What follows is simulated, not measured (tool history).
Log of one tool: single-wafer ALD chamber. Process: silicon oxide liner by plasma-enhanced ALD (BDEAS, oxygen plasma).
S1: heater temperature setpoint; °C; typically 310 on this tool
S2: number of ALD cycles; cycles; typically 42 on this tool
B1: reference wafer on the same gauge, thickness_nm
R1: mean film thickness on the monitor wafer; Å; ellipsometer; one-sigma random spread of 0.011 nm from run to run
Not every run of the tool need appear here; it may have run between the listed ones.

{"run": 1, "hour": 0.0, "S1": 310, "S2": 42, "B1": 4.455, "R1": 44.78}
{"run": 2, "hour": 21.1, "S1": 310, "S2": 42, "B1": 4.455, "R1": 44.83}
{"run": 3, "hour": 39.9, "S1": 310, "S2": 39, "B1": 4.453, "R1": 41.7}
{"run": 4, "hour": 87.3, "S1": 310, "S2": 39, "B1": 4.458, "R1": 41.59}
{"run": 5, "hour": 110.7, "S1": 320, "S2": 42, "B1": 4.452, "R1": 44.08}
{"run": 6, "hour": 133.8, "S1": 306, "S2": 44, "B1": 4.465, "R1": 47.15}
{"run": 7, "hour": 147.9, "S1": 310, "S2": 42, "B1": 4.464, "R1": 44.86}
{"run": 8, "hour": 204.3, "S1": 310, "S2": 42, "B1": 4.463, "R1": 45}
{"run": 9, "hour": 220.7, "S1": 310, "S2": 42, "B1": 4.465, "R1": 44.9}
{"run": 10, "hour": 244.1, "S1": 305, "S2": 42, "B1": 4.463, "R1": 45.14}
{"run": 11, "hour": 271.8, "S1": 305, "S2": 42, "B1": 4.47, "R1": 45.28}
{"run": 12, "hour": 286.6, "S1": 310, "S2": 42, "B1": 4.463, "R1": 44.88}
{"run": 13, "hour": 317.6, "S1": 310, "S2": 42, "B1": 4.468, "R1": 45.05}
{"run": 14, "hour": 337.7, "S1": 310, "S2": 42, "B1": 4.475, "R1": 45.08}
{"run": 15, "hour": 373.2, "S1": 310, "S2": 42, "B1": 4.475, "R1": 44.89}
{"run": 16, "hour": 406.9, "S1": 310, "S2": 42, "B1": 4.474, "R1": 44.77}
{"run": 17, "hour": 441.2, "S1": 310, "S2": 42, "B1": 4.477, "R1": 44.86}
{"run": 18, "hour": 462.4, "S1": 310, "S2": 42, "B1": 4.483, "R1": 45.01}
{"run": 19, "hour": 547.2, "S1": 310, "S2": 42, "B1": 4.491, "R1": 45.13}
{"run": 20, "hour": 564.3, "S1": 316, "S2": 37, "B1": 4.487, "R1": 39.51}
{"run": 21, "hour": 583.8, "S1": 310, "S2": 46, "B1": 4.488, "R1": 49.45}
{"run": 22, "hour": 611.3, "S1": 302, "S2": 42, "B1": 4.486, "R1": 45.64}
{"run": 23, "hour": 623.5, "S1": 324, "S2": 47, "B1": 4.497, "R1": 49.37}
{"run": 24, "hour": 641.1, "S1": 310, "S2": 42, "B1": 4.494, "R1": 45.12}
{"run": 25, "hour": 660.6, "S1": 299, "S2": 47, "B1": 4.49, "R1": 51.65}
{"run": 26, "hour": 688.3, "S1": 310, "S2": 42, "B1": 4.491, "R1": 45.13}
{"run": 27, "hour": 710.2, "S1": 325, "S2": 46, "B1": 4.492, "R1": 48.33}
{"run": 28, "hour": 733.1, "S1": 320, "S2": 39, "B1": 4.5, "R1": 41.15}
{"run": 29, "hour": 749.9, "S1": 322, "S2": 50, "B1": 4.497, "R1": 52.83}
{"run": 30, "hour": 779.4, "S1": 310, "S2": 42, "B1": 4.5, "R1": 45.3}
{"run": 31, "hour": 794.6, "S1": 320, "S2": 49, "B1": 4.501, "R1": 51.81}
{"run": 32, "hour": 808.1, "S1": 303, "S2": 40, "B1": 4.503, "R1": 43.5}
{"run": 33, "hour": 841.4, "S1": 310, "S2": 42, "B1": 4.505, "R1": 45.26}
{"run": 34, "hour": 855.0, "S1": 310, "S2": 37, "B1": 4.449, "R1": 39.54}
{"run": 35, "hour": 887.5, "S1": 322, "S2": 48, "B1": 4.455, "R1": 50.2}
{"run": 36, "hour": 900.2, "S1": 324, "S2": 35, "B1": 4.458, "R1": 36.63}
{"run": 37, "hour": 914.3, "S1": 322, "S2": 34, "B1": 4.459, "R1": 35.59}
{"run": 38, "hour": 938.4, "S1": 310, "S2": 42, "B1": 4.455, "R1": 44.88}
{"run": 39, "hour": 1011.5, "S1": 322, "S2": 35, "B1": 4.462, "R1": 36.66}
{"run": 40, "hour": 1036.7, "S1": 310, "S2": 42, "B1": 4.46, "R1": 44.95}
{"run": 41, "hour": 1065.8, "S1": 299, "S2": 42, "B1": 4.464, "R1": 45.9}

Not shown here: 2 entries made in the log between runs. Locate each between two listed runs and compare the hidden state at the listed run before it with the hidden state at the listed run after it:
Logged between run 32 and run 33: thermocouple changed; heater temperature recalibrated (hour 823.9)
  gauge reads high (%): 1.15 -> 1.19
  what was measured, less what the result would be without the hidden state, R1: +0.49 -> +0.54 Å
Logged between run 33 and run 34: gauge calibrated (hour 843.2)
  gauge reads high (%): 1.19 -> 0.0512
  what was measured, less what the result would be without the hidden state, R1: +0.54 -> +0.02 Å
